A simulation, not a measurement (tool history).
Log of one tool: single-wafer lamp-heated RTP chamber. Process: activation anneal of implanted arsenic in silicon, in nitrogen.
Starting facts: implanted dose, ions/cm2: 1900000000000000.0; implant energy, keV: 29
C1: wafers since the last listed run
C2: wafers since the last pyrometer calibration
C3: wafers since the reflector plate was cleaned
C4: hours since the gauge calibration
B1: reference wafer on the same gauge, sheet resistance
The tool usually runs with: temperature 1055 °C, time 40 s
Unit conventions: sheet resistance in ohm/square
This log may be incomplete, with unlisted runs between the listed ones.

Run 1, hour 0: usual settings; C1 0; C2 5212; C3 382; C4 658.2; B1 67.38. Result: sheet resistance 81.48 ohm/square.
At hour 11.7: pyrometer window cleaned and pyrometer calibrated.
Run 2, hour 39.2: usual settings; C1 537; C2 473; C3 919; C4 697.4; B1 67.41. Result: sheet resistance 81.54 ohm/square.
Run 3, hour 143.4: usual settings; C1 1794; C2 2268; C3 2713; C4 801.6; B1 67.4. Result: sheet resistance 81.18 ohm/square.
At hour 333: reflector plate cleaned.
Run 4, hour 396.9: usual settings but temperature 1073 °C; C1 4227; C2 6495; C3 1100; C4 1055.1; B1 67.44. Result: sheet resistance 76.99 ohm/square.
At hour 419.6: pyrometer window cleaned and pyrometer calibrated.
Run 5, hour 477: usual settings but temperature 1073 °C; C1 1241; C2 988; C3 2342; C4 1135.2; B1 67.35. Result: sheet resistance 76.92 ohm/square.
Run 6, hour 532.3: usual settings but temperature 1066 °C; C1 952; C2 1940; C3 3294; C4 1190.5; B1 67.45. Result: sheet resistance 78.36 ohm/square.
Run 7, hour 578.8: usual settings; C1 800; C2 2741; C3 4095; C4 1237; B1 67.41. Result: sheet resistance 80.86 ohm/square.
Run 8, hour 664.9: usual settings; C1 1482; C2 4223; C3 5577; C4 1323.1; B1 67.41. Result: sheet resistance 80.8 ohm/square.
At hour 709.5: reflector plate cleaned.
Run 9, hour 746.5: usual settings; C1 1267; C2 5490; C3 636; C4 1404.7; B1 67.41. Result: sheet resistance 81.51 ohm/square.
Run 10, hour 793.5: usual settings; C1 809; C2 6300; C3 1445; C4 1451.7; B1 67.36. Result: sheet resistance 81.02 ohm/square.
At hour 825.6: pyrometer window cleaned and pyrometer calibrated.
At hour 873.9: gauge calibrated.
Run 11, hour 894.5: usual settings; C1 1601; C2 1186; C3 3047; C4 20.6; B1 67.38. Result: sheet resistance 81.22 ohm/square.
Run 12, hour 985.6: usual settings but time 54 s; C1 1568; C2 2754; C3 4615; C4 111.7; B1 67.49. Result: sheet resistance 77.57 ohm/square.
Run 13, hour 1083.3: usual settings but temperature 1045 °C, time 32 s; C1 1682; C2 4436; C3 6298; C4 209.4; B1 67.4. Result: sheet resistance 86.05 ohm/square.
At hour 1098.6: reflector plate cleaned.
Run 14, hour 1175.3: usual settings but temperature 1037 °C, time 57 s; C1 1446; C2 5883; C3 1319; C4 301.4; B1 67.47. Result: sheet resistance 82.13 ohm/square.
Run 15, hour 1217.3: usual settings but time 61 s; C1 723; C2 6606; C3 2043; C4 343.4; B1 67.4. Result: sheet resistance 76.91 ohm/square.
At hour 1231.1: pyrometer window cleaned and pyrometer calibrated.
Run 16, hour 1302.5: usual settings; C1 1329; C2 1228; C3 3372; C4 428.6; B1 67.44. Result: sheet resistance 80.96 ohm/square.
Run 17, hour 1339.2: usual settings but temperature 1077 °C, time 64 s; C1 631; C2 1860; C3 4004; C4 465.3; B1 67.35. Result: sheet resistance 71.24 ohm/square.
Run 18, hour 1441.2: usual settings but temperature 1026 °C, time 23 s; C1 1756; C2 3616; C3 5760; C4 567.3; B1 67.4. Result: sheet resistance 95.91 ohm/square.
At hour 1546.4: reflector plate cleaned.
Run 19, hour 1549.2: usual settings but temperature 1025 °C, time 52 s; C1 1721; C2 5338; C3 47; C4 675.3; B1 67.42. Result: sheet resistance 87.63 ohm/square.
At hour 1599.2: pyrometer window cleaned and pyrometer calibrated.
Run 20, hour 1645.9: usual settings; C1 1527; C2 804; C3 1574; C4 772; B1 67.39. Result: sheet resistance 80.92 ohm/square.
Run 21, hour 1722.9: usual settings but temperature 1069 °C, time 21 s; C1 1325; C2 2130; C3 2900; C4 849; B1 67.42. Result: sheet resistance 84.83 ohm/square.
Run 22, hour 1828: usual settings but time 18 s; C1 1809; C2 3940; C3 4710; C4 954.1; B1 67.45. Result: sheet resistance 90.5 ohm/square.

Measured result minus the same run's result without the hidden state. Both carry the same run-to-run variation, though not necessarily the same gauge scatter:
What the log doesn't record here: true wafer temperature minus pyrometer reading, K; wafer temperature error from the tarnished reflector plate, K; gauge reads high (%).
run  sheet resistance
  1             -0.03
  2             -0.06
  3             -0.24
  4              -0.1
  5             -0.21
  6             -0.34
  7             -0.55
  8             -0.93
  9             -0.07
 10             -0.12
 11             -0.33
 12             -0.58
 13              -1.3
 14             -0.21
 15             -0.21
 16             -0.46
 17             -0.37
 18             -1.29
 19              -0.1
 20             -0.15
 21             -0.32
 22             -0.77

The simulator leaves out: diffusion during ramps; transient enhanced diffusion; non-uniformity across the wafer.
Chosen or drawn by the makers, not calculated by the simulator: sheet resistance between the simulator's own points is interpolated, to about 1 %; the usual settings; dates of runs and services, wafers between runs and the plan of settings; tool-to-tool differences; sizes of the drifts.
